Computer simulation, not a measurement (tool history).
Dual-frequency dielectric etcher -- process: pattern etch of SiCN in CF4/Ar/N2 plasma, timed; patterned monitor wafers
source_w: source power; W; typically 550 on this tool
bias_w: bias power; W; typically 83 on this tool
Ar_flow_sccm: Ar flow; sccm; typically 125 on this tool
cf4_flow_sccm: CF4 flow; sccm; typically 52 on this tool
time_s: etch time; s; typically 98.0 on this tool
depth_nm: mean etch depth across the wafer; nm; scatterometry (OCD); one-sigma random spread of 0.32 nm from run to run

run	hour	source_w	bias_w	Ar_flow_sccm	cf4_flow_sccm	time_s	read-back reference wafer on the same gauge, depth_nm	depth_nm
1	0.0	550	83	125	52	98.0	82.0	94.0
2	8.1	550	83	125	52	98.0	82.2	94.1
3	17.8	550	83	125	52	98.0	82.1	94.8
4	26.2	550	83	125	52	98.0	82.2	94.0
# hour 73.5: wet clean of the chamber
5	74.0	550	83	125	52	98.0	82.0	89.7
6	74.4	550	83	125	52	98.0	82.0	90.0
7	74.7	550	83	117	52	98.0	82.2	91.5
# hour 82.9: Ar flow controller replaced
# hour 84.1: CF4 flow controller replaced
8	84.6	550	83	125	52	98.0	82.1	89.4
9	95.3	550	83	125	52	98.0	82.1	89.6
10	107.7	630	83	101	52	71.0	82.1	78.1
# hour 117.3: bias power generator calibrated
11	117.8	550	95	125	47	98.0	82.1	94.3
# hour 118.8: gauge calibrated
# hour 133.6: source power generator calibrated
12	134.1	550	103	107	52	90.5	82.1	93.7
# hour 164.3: upper electrode replaced
13	164.8	550	83	125	52	98.0	82.2	90.2
14	165.1	550	91	125	44	98.0	82.1	92.5
15	171.6	550	83	125	52	98.0	82.0	90.4
16	199.9	550	83	125	56	98.0	82.1	91.8
17	212.6	550	95	125	48	82.0	82.0	79.6
18	219.3	430	83	125	52	98.0	82.2	69.4

Run-by-run hidden state of the tool:
source power that arrives over what is set, %: 0 at every run
bias power that arrives over what is set, %: 0 at every run
Ar flow that arrives over what is set, %: 0 at every run
CF4 flow that arrives over what is set, %: 0 at every run
gauge reads high (%): 0 at every run
H1: etch rate over this chamber's usual, %
run	H1
1	5.05
2	5.11
3	5.19
4	5.26
5	-0.0213
6	-0.018
7	-0.0155
8	0.0661
9	0.154
10	0.256
11	0.34
12	0.474
13	0.727
14	0.729
15	0.783
16	1.02
17	1.12
18	1.18
